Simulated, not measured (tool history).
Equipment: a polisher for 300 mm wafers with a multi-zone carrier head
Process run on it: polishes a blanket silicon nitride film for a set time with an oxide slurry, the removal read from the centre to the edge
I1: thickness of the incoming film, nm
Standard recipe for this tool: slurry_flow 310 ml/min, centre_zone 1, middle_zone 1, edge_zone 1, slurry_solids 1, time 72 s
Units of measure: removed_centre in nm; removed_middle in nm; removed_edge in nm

Run 1, hour 0: usual settings but centre_zone 0.95, middle_zone 1.07; I1 391.7. Result: removed_centre 40.6 nm, removed_middle 41.1 nm, removed_edge 40.2 nm.
At hour 9.1: worn pad replaced by a new one, of another model than before.
Run 2, hour 11.2: usual settings but centre_zone 0.93; I1 400.1. Result: removed_centre 40 nm, removed_middle 39.1 nm, removed_edge 39.8 nm.
Run 3, hour 26.3: usual settings but middle_zone 0.92, edge_zone 1.04; I1 397.4. Result: removed_centre 42.7 nm, removed_middle 36.7 nm, removed_edge 40.9 nm.
Run 4, hour 32.4: usual settings but centre_zone 1.09; I1 398.7. Result: removed_centre 45 nm, removed_middle 38.9 nm, removed_edge 40.1 nm.
Run 5, hour 42.6: usual settings; I1 403. Result: removed_centre 42.4 nm, removed_middle 39.4 nm, removed_edge 40 nm.
Run 6, hour 56.6: usual settings but slurry_flow 240 ml/min, middle_zone 0.88; I1 405.6. Result: removed_centre 42 nm, removed_middle 34.9 nm, removed_edge 39.6 nm.
Run 7, hour 67.1: usual settings but edge_zone 1.11; I1 393.4. Result: removed_centre 42.5 nm, removed_middle 38.9 nm, removed_edge 42.6 nm.
Run 8, hour 79.5: usual settings; I1 397. Result: removed_centre 42.9 nm, removed_middle 39.1 nm, removed_edge 39.9 nm.
At hour 89.1: edge zone pressure recalibrated.
At hour 95.1: slurry nozzle cleaned.
Run 9, hour 97.3: usual settings but centre_zone 0.95, slurry_solids 1.2; I1 403. Result: removed_centre 45.8 nm, removed_middle 43 nm, removed_edge 44.2 nm.
At hour 111.9: centre zone pressure recalibrated.
Run 10, hour 113.4: usual settings but time 93 s; I1 404.3. Result: removed_centre 51.2 nm, removed_middle 50.3 nm, removed_edge 51.5 nm.
Run 11, hour 143.2: usual settings but slurry_flow 350 ml/min, time 83 s; I1 400.7. Result: removed_centre 47 nm, removed_middle 46.1 nm, removed_edge 46.5 nm.
At hour 158.2: worn pad replaced by a new one.
Run 12, hour 158.7: usual settings but slurry_solids 1.2; I1 395.6. Result: removed_centre 45.1 nm, removed_middle 43.5 nm, removed_edge 44.8 nm.
Run 13, hour 170.2: usual settings but slurry_flow 250 ml/min, centre_zone 1.04, slurry_solids 1.25, time 47 s; I1 394.9. Result: removed_centre 30.5 nm, removed_middle 28.3 nm, removed_edge 29.4 nm.
Run 14, hour 183.9: usual settings but slurry_solids 0.75, time 95 s; I1 408.5. Result: removed_centre 44 nm, removed_middle 41.1 nm, removed_edge 42.8 nm.
Run 15, hour 199.8: usual settings but slurry_solids 0.8; I1 395.6. Result: removed_centre 35.2 nm, removed_middle 33.4 nm, removed_edge 33.5 nm.
Run 16, hour 210.6: usual settings; I1 400.6. Result: removed_centre 41.5 nm, removed_middle 39.2 nm, removed_edge 39.7 nm.
Run 17, hour 225.6: usual settings but slurry_flow 345 ml/min, edge_zone 0.93, slurry_solids 0.85; I1 392.6. Result: removed_centre 37.5 nm, removed_middle 35.3 nm, removed_edge 34.4 nm.
Run 18, hour 233.1: usual settings; I1 398.6. Result: removed_centre 42.1 nm, removed_middle 39.1 nm, removed_edge 39.9 nm.
Run 19, hour 242: usual settings; I1 401.9. Result: removed_centre 42.2 nm, removed_middle 39.1 nm, removed_edge 40.1 nm.
Run 20, hour 254.5: usual settings but centre_zone 1.1, middle_zone 0.91, edge_zone 0.96, slurry_solids 0.9; I1 399.7. Result: removed_centre 41.3 nm, removed_middle 33.9 nm, removed_edge 36.5 nm.
Run 21, hour 260.8: usual settings; I1 405.7. Result: removed_centre 41.7 nm, removed_middle 39.2 nm, removed_edge 40 nm.
Run 22, hour 267.2: usual settings but slurry_flow 345 ml/min, middle_zone 1.11, edge_zone 1.07, time 64 s; I1 394.5. Result: removed_centre 37.6 nm, removed_middle 38.1 nm, removed_edge 36.2 nm.
At hour 281.4: worn pad replaced by a new one.
Run 23, hour 281.9: usual settings but slurry_flow 350 ml/min, middle_zone 0.95; I1 394.3. Result: removed_centre 42.2 nm, removed_middle 37.6 nm, removed_edge 39.4 nm.

Some steps in removed_centre between neighbouring runs. How much of each would the tool show without its hidden state too (settings, what came in, random variation), and how much is left for the hidden state, with any gauge scatter that isn't in both results?
The hidden state here: removal rate lost through wear of the pad, %; slurry flow missing at the pad, %; deviation of the centre zone's pressure from its setpoint, %; deviation of the edge zone's pressure from its setpoint, %.
Run 9 -> 10: centre_zone 0.95 -> 1, slurry_solids 1.2 -> 1, time 72 -> 93, centre zone pressure recalibrated. removed_centre +5.4 nm: hidden state -3, all else +8.4.
Run 10 -> 11: slurry_flow 310 -> 350, time 93 -> 83. removed_centre -4.2 nm: hidden state +1, all else -5.2.
Run 12 -> 13: slurry_flow 310 -> 250, centre_zone 1 -> 1.04, slurry_solids 1.2 -> 1.25, time 72 -> 47. removed_centre -14.6 nm: hidden state -0.2, all else -14.4.
Run 13 -> 14: slurry_flow 250 -> 310, centre_zone 1.04 -> 1, slurry_solids 1.25 -> 0.75, time 47 -> 95. removed_centre +13.5 nm: hidden state +0.6, all else +12.9.
